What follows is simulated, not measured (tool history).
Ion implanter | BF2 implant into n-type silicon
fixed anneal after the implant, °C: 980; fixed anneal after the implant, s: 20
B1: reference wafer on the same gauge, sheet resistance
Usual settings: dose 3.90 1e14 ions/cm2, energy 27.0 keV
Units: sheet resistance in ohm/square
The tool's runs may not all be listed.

run 1 day=0.000 | dose=4.50 energy=27.0 | B1=287.97 | sheet_resistance=286.44
run 2 day=2.171 | dose=3.54 energy=23.0 | B1=287.82 | sheet_resistance=352.03
run 3 day=5.442 | dose=3.54 energy=23.0 | B1=287.73 | sheet_resistance=352.83
run 4 day=16.696 | dose=3.54 energy=23.0 | B1=288.02 | sheet_resistance=351.18
run 5 day=18.417 | dose=4.84 energy=27.0 | B1=287.88 | sheet_resistance=270.66
run 6 day=22.396 | dose=3.90 energy=21.5 | B1=287.99 | sheet_resistance=327.61
-- day=23.488 Faraday cup replaced and dose calibrated
run 7 day=25.312 | dose=3.90 energy=21.5 | B1=287.86 | sheet_resistance=331.36
run 8 day=29.025 | dose=3.90 energy=21.5 | B1=287.95 | sheet_resistance=332.68
run 9 day=32.246 | dose=3.90 energy=27.0 | B1=288.23 | sheet_resistance=319.37
run 10 day=35.188 | dose=4.21 energy=33.5 | B1=288.11 | sheet_resistance=291.14
-- day=35.838 gauge calibrated
run 11 day=38.683 | dose=3.90 energy=31.5 | B1=287.94 | sheet_resistance=312.08
run 12 day=41.688 | dose=4.20 energy=24.5 | B1=288.12 | sheet_resistance=305.92
-- day=42.246 extraction supply calibrated
run 13 day=46.096 | dose=3.59 energy=27.0 | B1=287.98 | sheet_resistance=339.08
-- day=47.329 Faraday cup replaced and dose calibrated
run 14 day=54.175 | dose=4.75 energy=34.5 | B1=288.07 | sheet_resistance=262.77
run 15 day=57.221 | dose=3.90 energy=27.0 | B1=288.04 | sheet_resistance=320.37
run 16 day=61.396 | dose=3.90 energy=32.5 | B1=288.16 | sheet_resistance=311.04

The same runs without the tool's hidden state, with the same run-to-run variation:
The hidden state here: deviation of the true dose from the Faraday cup's reading, %; deviation of the true energy from its setpoint, %; gauge reads high (%).
run=1 sheet_resistance=286.60
run=2 sheet_resistance=352.30
run=3 sheet_resistance=353.31
run=4 sheet_resistance=353.69
run=5 sheet_resistance=272.76
run=6 sheet_resistance=331.26
run=7 sheet_resistance=331.32
run=8 sheet_resistance=332.82
run=9 sheet_resistance=319.87
run=10 sheet_resistance=292.06
run=11 sheet_resistance=313.80
run=12 sheet_resistance=307.99
run=13 sheet_resistance=343.11
run=14 sheet_resistance=263.07
run=15 sheet_resistance=321.10
run=16 sheet_resistance=312.59

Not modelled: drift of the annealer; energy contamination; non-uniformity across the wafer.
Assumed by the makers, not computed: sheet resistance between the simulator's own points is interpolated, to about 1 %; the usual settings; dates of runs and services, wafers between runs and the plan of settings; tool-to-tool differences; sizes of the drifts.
